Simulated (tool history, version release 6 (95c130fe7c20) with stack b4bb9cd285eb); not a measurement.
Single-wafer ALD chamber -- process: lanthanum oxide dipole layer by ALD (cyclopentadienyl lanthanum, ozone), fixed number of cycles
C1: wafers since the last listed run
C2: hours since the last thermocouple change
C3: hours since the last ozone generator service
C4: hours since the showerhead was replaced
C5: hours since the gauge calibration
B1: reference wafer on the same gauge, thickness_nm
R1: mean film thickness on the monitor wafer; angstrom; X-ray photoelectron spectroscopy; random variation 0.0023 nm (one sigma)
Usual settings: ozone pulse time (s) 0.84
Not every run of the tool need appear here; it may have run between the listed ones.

{"run": 1, "hour": 0.0, "ozone pulse time (s)": 0.62, "C1": 0, "C2": 1401.9, "C3": 1088.7, "C4": 3523.4, "C5": 520.7, "B1": 0.455, "R1": 3.13}
{"run": 2, "hour": 36.9, "ozone pulse time (s)": 0.62, "C1": 512, "C2": 1438.8, "C3": 1125.6, "C4": 3560.3, "C5": 557.6, "B1": 0.455, "R1": 3.13}
{"run": 3, "hour": 100.4, "ozone pulse time (s)": 0.84, "C1": 881, "C2": 1502.3, "C3": 1189.1, "C4": 3623.8, "C5": 621.1, "B1": 0.454, "R1": 4.3}
{"hour": 103.7, "done": "gauge calibrated"}
{"run": 4, "hour": 128.6, "ozone pulse time (s)": 0.84, "C1": 391, "C2": 1530.5, "C3": 1217.3, "C4": 3652.0, "C5": 24.9, "B1": 0.455, "R1": 4.29}
{"run": 5, "hour": 159.9, "ozone pulse time (s)": 0.84, "C1": 434, "C2": 1561.8, "C3": 1248.6, "C4": 3683.3, "C5": 56.2, "B1": 0.455, "R1": 4.28}
{"run": 6, "hour": 200.3, "ozone pulse time (s)": 0.84, "C1": 560, "C2": 1602.2, "C3": 1289.0, "C4": 3723.7, "C5": 96.6, "B1": 0.455, "R1": 4.25}
{"run": 7, "hour": 242.4, "ozone pulse time (s)": 0.84, "C1": 584, "C2": 1644.3, "C3": 1331.1, "C4": 3765.8, "C5": 138.7, "B1": 0.455, "R1": 4.27}
{"run": 8, "hour": 279.4, "ozone pulse time (s)": 0.84, "C1": 513, "C2": 1681.3, "C3": 1368.1, "C4": 3802.8, "C5": 175.7, "B1": 0.455, "R1": 4.3}
{"run": 9, "hour": 330.3, "ozone pulse time (s)": 0.84, "C1": 706, "C2": 1732.2, "C3": 1419.0, "C4": 3853.7, "C5": 226.6, "B1": 0.455, "R1": 4.26}
{"run": 10, "hour": 363.2, "ozone pulse time (s)": 0.94, "C1": 456, "C2": 1765.1, "C3": 1451.9, "C4": 3886.6, "C5": 259.5, "B1": 0.455, "R1": 4.55}
{"run": 11, "hour": 407.1, "ozone pulse time (s)": 0.84, "C1": 609, "C2": 1809.0, "C3": 1495.8, "C4": 3930.5, "C5": 303.4, "B1": 0.455, "R1": 4.25}
{"hour": 415.3, "done": "thermocouple changed; heater temperature recalibrated"}
{"hour": 439.7, "done": "ozone generator serviced"}
{"run": 12, "hour": 440.2, "ozone pulse time (s)": 1.05, "C1": 237, "C2": 24.9, "C3": 0.5, "C4": 3963.6, "C5": 336.5, "B1": 0.455, "R1": 5.0}
{"run": 13, "hour": 489.9, "ozone pulse time (s)": 0.97, "C1": 689, "C2": 74.6, "C3": 50.2, "C4": 4013.3, "C5": 386.2, "B1": 0.455, "R1": 4.85}
{"run": 14, "hour": 547.7, "ozone pulse time (s)": 0.66, "C1": 802, "C2": 132.4, "C3": 108.0, "C4": 4071.1, "C5": 444.0, "B1": 0.455, "R1": 3.59}
{"hour": 610.9, "done": "gauge calibrated"}
{"run": 15, "hour": 613.8, "ozone pulse time (s)": 0.94, "C1": 917, "C2": 198.5, "C3": 174.1, "C4": 4137.2, "C5": 2.9, "B1": 0.455, "R1": 4.79}
{"run": 16, "hour": 648.8, "ozone pulse time (s)": 0.72, "C1": 485, "C2": 233.5, "C3": 209.1, "C4": 4172.2, "C5": 37.9, "B1": 0.455, "R1": 3.95}
{"hour": 752.5, "done": "showerhead replaced"}
{"run": 17, "hour": 853.4, "ozone pulse time (s)": 0.65, "C1": 2728, "C2": 438.1, "C3": 413.7, "C4": 100.9, "C5": 242.5, "B1": 0.455, "R1": 3.46}
{"run": 18, "hour": 902.0, "ozone pulse time (s)": 1.06, "C1": 674, "C2": 486.7, "C3": 462.3, "C4": 149.5, "C5": 291.1, "B1": 0.455, "R1": 4.99}
{"run": 19, "hour": 944.1, "ozone pulse time (s)": 0.84, "C1": 584, "C2": 528.8, "C3": 504.4, "C4": 191.6, "C5": 333.2, "B1": 0.455, "R1": 4.4}

Measured less the same run without the tool's hidden state. The same run-to-run variation is in both; the gauge's scatter may not be:
What the log doesn't record here: wafer temperature above the value expected at the setpoint (K); ozone dose above that of a generator just serviced (%); gauge reads high (%).
run=1 R1=-0.25
run=2 R1=-0.26
run=3 R1=-0.24
run=4 R1=-0.25
run=5 R1=-0.26
run=6 R1=-0.26
run=7 R1=-0.27
run=8 R1=-0.28
run=9 R1=-0.29
run=10 R1=-0.26
run=11 R1=-0.32
run=12 R1=-0.02
run=13 R1=-0.03
run=14 R1=-0.06
run=15 R1=-0.06
run=16 R1=-0.09
run=17 R1=-0.13
run=18 R1=-0.08
run=19 R1=-0.13
